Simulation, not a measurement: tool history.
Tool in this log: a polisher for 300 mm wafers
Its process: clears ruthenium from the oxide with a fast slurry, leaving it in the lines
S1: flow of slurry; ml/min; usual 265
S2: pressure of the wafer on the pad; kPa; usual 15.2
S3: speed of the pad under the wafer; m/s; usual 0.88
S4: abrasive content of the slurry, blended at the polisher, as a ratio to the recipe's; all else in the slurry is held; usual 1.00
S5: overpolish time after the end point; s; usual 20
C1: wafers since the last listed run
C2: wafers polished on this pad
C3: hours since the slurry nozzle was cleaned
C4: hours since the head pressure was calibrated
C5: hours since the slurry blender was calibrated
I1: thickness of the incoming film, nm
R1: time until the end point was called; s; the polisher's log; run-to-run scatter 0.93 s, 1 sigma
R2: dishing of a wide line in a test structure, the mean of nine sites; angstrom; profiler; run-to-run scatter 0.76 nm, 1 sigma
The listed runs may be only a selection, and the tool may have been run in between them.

run	hour	S1	S2	S3	S4	S5	C1	C2	C3	C4	C5	I1	R1	R2
1	0.0	310	15.2	0.88	1.00	20	0	113	779.7	465.5	16.5	159.5	55.3	422
2	10.4	310	15.2	0.88	1.00	20	135	249	790.1	475.9	26.9	161.0	55.9	442
3	24.4	265	17.9	0.88	1.00	20	182	431	804.1	489.9	40.9	159.5	52.6	457
4	34.3	265	15.2	0.88	1.05	20	129	561	814.0	499.8	50.8	158.0	54.7	424
5	46.6	265	15.2	0.88	1.05	20	160	721	826.3	512.1	63.1	160.0	56.5	424
6	54.8	265	15.2	0.88	1.05	20	106	828	834.5	520.3	71.3	160.3	54.7	433
7	65.1	265	15.2	0.88	1.00	20	134	962	844.8	530.6	81.6	160.2	55.6	433
8	71.8	265	15.2	0.74	1.00	24	87	1049	851.5	537.3	88.3	159.3	67.3	415
# hour 98.5: worn pad replaced by a new one
9	103.6	265	15.2	0.88	1.00	20	362	65	883.3	569.1	120.1	159.2	58.3	419
10	130.9	205	18.6	0.98	1.00	27	355	421	910.6	596.4	147.4	160.4	46.6	612
11	143.3	265	15.2	0.88	1.00	20	161	583	923.0	608.8	159.8	161.9	58.9	400
12	155.6	265	15.2	0.88	1.00	20	160	743	935.3	621.1	172.1	159.1	59.0	403
13	170.8	265	15.2	0.72	1.20	20	198	941	950.5	636.3	187.3	161.1	66.7	367
# hour 180.8: slurry nozzle cleaned
14	187.2	265	18.6	0.88	1.00	20	200	1142	6.4	652.7	203.7	159.7	51.6	436
15	198.1	265	15.2	0.88	1.00	20	142	1284	17.3	663.6	214.6	158.5	60.8	398
16	207.1	265	17.9	0.88	0.85	14	117	1402	26.3	672.6	223.6	159.1	59.7	296
# hour 219.3: worn pad replaced by a new one
17	219.8	265	15.2	0.88	1.00	14	113	5	39.0	685.3	236.3	160.4	60.8	287
# hour 230.0: head pressure recalibrated
18	235.9	305	17.2	1.14	1.00	20	183	189	55.1	5.9	252.4	159.0	44.8	506
19	251.5	265	15.2	0.88	0.90	16	203	393	70.7	21.5	268.0	160.4	64.7	310
20	265.0	265	15.2	0.88	1.25	20	175	569	84.2	35.0	281.5	160.0	56.2	403
21	276.3	200	15.2	0.88	1.00	20	147	716	95.5	46.3	292.8	162.7	67.3	378
# hour 286.1: slurry blender recalibrated
22	300.9	265	18.6	0.88	1.00	20	294	1010	120.1	70.9	14.8	161.4	50.1	463
23	311.1	330	15.2	0.70	1.15	31	132	1143	130.3	81.1	25.0	157.3	64.2	539
24	324.5	265	13.1	0.88	1.10	13	174	1318	143.7	94.5	38.4	157.8	59.5	278
25	339.5	240	10.3	0.78	1.00	24	195	1514	158.7	109.5	53.4	157.6	79.2	364
# hour 351.8: worn pad replaced by a new one
26	373.8	265	15.2	1.02	0.85	20	394	287	193.0	143.8	87.7	158.1	50.6	440
27	382.9	265	11.7	0.66	1.20	20	118	405	202.1	152.9	96.8	158.8	79.0	316
28	399.8	265	15.2	1.02	1.00	31	220	626	219.0	169.8	113.7	159.4	48.4	644
29	411.5	265	15.2	0.88	1.00	20	152	778	230.7	181.5	125.4	161.4	57.5	423

Here are 3 independent what-if runs from the current tool condition. What would each one return?
A	411.9	265	15.2	0.88	1.00	20	5	783	231.1	181.9	125.8	159.6	?	?
B	411.9	265	11.0	0.88	1.00	20	5	783	231.1	181.9	125.8	159.6	?	?
C	411.9	230	15.2	1.08	0.75	27	5	783	231.1	181.9	125.8	159.6	?	?

run	R1	R2
A	56.1	419
B	65.9	366
C	53.4	552
The same runs, with their run-to-run variation unchanged, on a tool lacking any hidden condition would have given:
run	R1	R2
A	54.2	430
B	63.7	377
C	51.4	568
